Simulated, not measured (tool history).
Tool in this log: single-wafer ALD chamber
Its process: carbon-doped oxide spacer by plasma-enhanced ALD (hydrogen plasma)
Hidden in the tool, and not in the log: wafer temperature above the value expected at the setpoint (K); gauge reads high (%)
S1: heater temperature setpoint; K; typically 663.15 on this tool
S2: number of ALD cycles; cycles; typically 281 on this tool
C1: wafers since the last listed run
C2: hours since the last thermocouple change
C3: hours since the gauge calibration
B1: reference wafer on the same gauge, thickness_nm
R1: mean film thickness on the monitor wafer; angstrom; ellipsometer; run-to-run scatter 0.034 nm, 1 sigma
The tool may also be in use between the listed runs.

{"run": 1, "hour": 0.0, "S1": 663.15, "S2": 281, "C1": 0, "C2": 1170.9, "C3": 650.9, "B1": 14.85, "R1": 133.29}
{"run": 2, "hour": 29.9, "S1": 663.15, "S2": 281, "C1": 42, "C2": 1200.8, "C3": 680.8, "B1": 14.846, "R1": 132.88}
{"run": 3, "hour": 60.9, "S1": 663.15, "S2": 240, "C1": 44, "C2": 1231.8, "C3": 711.8, "B1": 14.835, "R1": 114.03}
{"run": 4, "hour": 89.2, "S1": 663.15, "S2": 281, "C1": 40, "C2": 1260.1, "C3": 740.1, "B1": 14.85, "R1": 132.5}
{"hour": 100.9, "done": "gauge calibrated"}
{"run": 5, "hour": 140.6, "S1": 663.15, "S2": 281, "C1": 73, "C2": 1311.5, "C3": 39.7, "B1": 15.182, "R1": 135.9}
{"run": 6, "hour": 168.3, "S1": 663.15, "S2": 269, "C1": 39, "C2": 1339.2, "C3": 67.4, "B1": 15.152, "R1": 129.94}
{"run": 7, "hour": 200.1, "S1": 663.15, "S2": 269, "C1": 45, "C2": 1371, "C3": 99.2, "B1": 15.088, "R1": 129.33}
{"run": 8, "hour": 235.1, "S1": 663.15, "S2": 281, "C1": 49, "C2": 1406, "C3": 134.2, "B1": 15.082, "R1": 135.36}
{"run": 9, "hour": 270.5, "S1": 663.15, "S2": 281, "C1": 50, "C2": 1441.4, "C3": 169.6, "B1": 15.034, "R1": 134.65}
{"run": 10, "hour": 299.4, "S1": 659.15, "S2": 281, "C1": 41, "C2": 1470.3, "C3": 198.5, "B1": 15.012, "R1": 134.65}
{"run": 11, "hour": 324.2, "S1": 663.15, "S2": 281, "C1": 35, "C2": 1495.1, "C3": 223.3, "B1": 15, "R1": 135.04}
{"run": 12, "hour": 357.7, "S1": 663.15, "S2": 246, "C1": 47, "C2": 1528.6, "C3": 256.8, "B1": 14.964, "R1": 117.68}
{"run": 13, "hour": 388.7, "S1": 663.15, "S2": 246, "C1": 44, "C2": 1559.6, "C3": 287.8, "B1": 14.946, "R1": 117}
{"run": 14, "hour": 401.6, "S1": 667.15, "S2": 281, "C1": 18, "C2": 1572.5, "C3": 300.7, "B1": 14.947, "R1": 133.39}
{"run": 15, "hour": 428.4, "S1": 663.15, "S2": 281, "C1": 38, "C2": 1599.3, "C3": 327.5, "B1": 14.944, "R1": 133.98}
{"run": 16, "hour": 444.3, "S1": 663.15, "S2": 281, "C1": 22, "C2": 1615.2, "C3": 343.4, "B1": 14.929, "R1": 133.78}
{"run": 17, "hour": 495.5, "S1": 663.15, "S2": 298, "C1": 72, "C2": 1666.4, "C3": 394.6, "B1": 14.927, "R1": 141.43}
{"run": 18, "hour": 510.3, "S1": 653.15, "S2": 281, "C1": 21, "C2": 1681.2, "C3": 409.4, "B1": 14.918, "R1": 133.54}
{"run": 19, "hour": 579.2, "S1": 655.15, "S2": 236, "C1": 97, "C2": 1750.1, "C3": 478.3, "B1": 14.9, "R1": 111.8}
{"run": 20, "hour": 615.1, "S1": 663.15, "S2": 233, "C1": 51, "C2": 1786, "C3": 514.2, "B1": 14.893, "R1": 110.61}
{"run": 21, "hour": 631.3, "S1": 663.15, "S2": 301, "C1": 23, "C2": 1802.2, "C3": 530.4, "B1": 14.897, "R1": 143.28}
{"run": 22, "hour": 651.9, "S1": 676.15, "S2": 260, "C1": 29, "C2": 1822.8, "C3": 551, "B1": 14.889, "R1": 121.61}
{"hour": 672.1, "done": "thermocouple changed; heater temperature recalibrated"}
{"run": 23, "hour": 745.9, "S1": 649.15, "S2": 331, "C1": 122, "C2": 73.8, "C3": 645, "B1": 14.855, "R1": 156.29}
{"hour": 769.5, "done": "gauge calibrated"}
{"run": 24, "hour": 776.6, "S1": 663.15, "S2": 265, "C1": 43, "C2": 104.5, "C3": 7.1, "B1": 15.263, "R1": 128.49}
{"run": 25, "hour": 789.4, "S1": 670.15, "S2": 236, "C1": 18, "C2": 117.3, "C3": 19.9, "B1": 15.249, "R1": 114.53}
{"run": 26, "hour": 809.9, "S1": 663.15, "S2": 281, "C1": 29, "C2": 137.8, "C3": 40.4, "B1": 15.211, "R1": 135.98}
{"run": 27, "hour": 835.9, "S1": 663.15, "S2": 281, "C1": 36, "C2": 163.8, "C3": 66.4, "B1": 15.183, "R1": 136.21}
{"run": 28, "hour": 859.4, "S1": 658.15, "S2": 281, "C1": 33, "C2": 187.3, "C3": 89.9, "B1": 15.158, "R1": 135.32}
{"run": 29, "hour": 892.5, "S1": 653.15, "S2": 255, "C1": 47, "C2": 220.4, "C3": 123, "B1": 15.104, "R1": 122.8}
{"run": 30, "hour": 910.1, "S1": 648.15, "S2": 313, "C1": 25, "C2": 238, "C3": 140.6, "B1": 15.069, "R1": 150.82}
{"run": 31, "hour": 932.7, "S1": 663.15, "S2": 281, "C1": 32, "C2": 260.6, "C3": 163.2, "B1": 15.057, "R1": 134.6}
{"run": 32, "hour": 958.0, "S1": 651.15, "S2": 256, "C1": 35, "C2": 285.9, "C3": 188.5, "B1": 15.073, "R1": 122.31}
{"run": 33, "hour": 1010.4, "S1": 649.15, "S2": 251, "C1": 74, "C2": 338.3, "C3": 240.9, "B1": 15.006, "R1": 120.15}
{"run": 34, "hour": 1040.5, "S1": 655.15, "S2": 262, "C1": 42, "C2": 368.4, "C3": 271, "B1": 15.001, "R1": 125.11}

What the log doesn't show, run by run:
wafer temperature above the value expected at the setpoint (K): 0 at every run
H1: gauge reads high (%)
run=1 H1=-2.94
run=2 H1=-2.96
run=3 H1=-2.98
run=4 H1=-2.99
run=5 H1=-0.731
run=6 H1=-0.993
run=7 H1=-1.25
run=8 H1=-1.5
run=9 H1=-1.72
run=10 H1=-1.87
run=11 H1=-1.98
run=12 H1=-2.11
run=13 H1=-2.22
run=14 H1=-2.26
run=15 H1=-2.34
run=16 H1=-2.38
run=17 H1=-2.5
run=18 H1=-2.52
run=19 H1=-2.63
run=20 H1=-2.68
run=21 H1=-2.7
run=22 H1=-2.72
run=23 H1=-2.79
run=24 H1=-0.191
run=25 H1=-0.336
run=26 H1=-0.551
run=27 H1=-0.797
run=28 H1=-0.995
run=29 H1=-1.24
run=30 H1=-1.36
run=31 H1=-1.49
run=32 H1=-1.63
run=33 H1=-1.87
run=34 H1=-1.98
